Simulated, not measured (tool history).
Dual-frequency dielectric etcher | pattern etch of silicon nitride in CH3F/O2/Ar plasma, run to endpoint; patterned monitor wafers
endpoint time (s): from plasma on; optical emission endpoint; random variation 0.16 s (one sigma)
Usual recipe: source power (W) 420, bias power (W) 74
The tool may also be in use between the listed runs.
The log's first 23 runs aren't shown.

| run | hour | source power (W) | bias power (W) | wafers since the last listed run | hours since the last wet clean | hours since the last source power generator calibration | hours since the last bias power generator calibration | hours since the last upper electrode change | incoming incoming film thickness, nm | endpoint time (s) |
|---|---|---|---|---|---|---|---|---|---|---|
| 24 | 335.9 | 420 | 74 | 194 | 138.1 | 84.0 | 130.4 | 89.5 | 28.37 | 38.3 |
| 25 | 346.2 | 330 | 86 | 119 | 148.4 | 94.3 | 140.7 | 99.8 | 28.33 | 41.4 |
| 26 | 357.8 | 370 | 66 | 134 | 160.0 | 105.9 | 152.3 | 111.4 | 28.48 | 42.0 |
| 27 | 368.7 | 420 | 74 | 125 | 170.9 | 116.8 | 163.2 | 122.3 | 28.32 | 37.6 |
| 28 | 377.3 | 420 | 74 | 99 | 179.5 | 125.4 | 171.8 | 130.9 | 28.40 | 37.9 |
| 29 | 390.6 | 360 | 86 | 153 | 192.8 | 138.7 | 185.1 | 144.2 | 28.45 | 39.5 |
| 30 | 402.3 | 320 | 59 | 135 | 204.5 | 150.4 | 196.8 | 155.9 | 28.20 | 46.7 |
| 31 | 409.3 | 420 | 64 | 80 | 211.5 | 157.4 | 203.8 | 162.9 | 28.45 | 39.9 |
| 32 | 430.5 | 420 | 74 | 244 | 232.7 | 178.6 | 225.0 | 184.1 | 28.32 | 38.0 |
| 33 | 441.2 | 500 | 59 | 123 | 243.4 | 189.3 | 235.7 | 194.8 | 28.11 | 37.2 |

4 options for the next run, each taken on its own from the tool as it stands now. Forecast them:
| A | 441.6 | 420 | 74 | 4 | 243.8 | 189.7 | 236.1 | 195.2 | 28.47 | ? |
| B | 441.6 | 380 | 63 | 4 | 243.8 | 189.7 | 236.1 | 195.2 | 28.47 | ? |
| C | 441.6 | 390 | 66 | 4 | 243.8 | 189.7 | 236.1 | 195.2 | 28.47 | ? |
| D | 441.6 | 370 | 65 | 4 | 243.8 | 189.7 | 236.1 | 195.2 | 28.47 | ? |

| run | endpoint time (s) |
|---|---|
| A | 38.3 |
| B | 42.2 |
| C | 41.1 |
| D | 42.5 |
Without the tool's unlogged condition, the same runs would have read:
| run | endpoint time (s) |
|---|---|
| A | 37.9 |
| B | 41.8 |
| C | 40.7 |
| D | 42.0 |
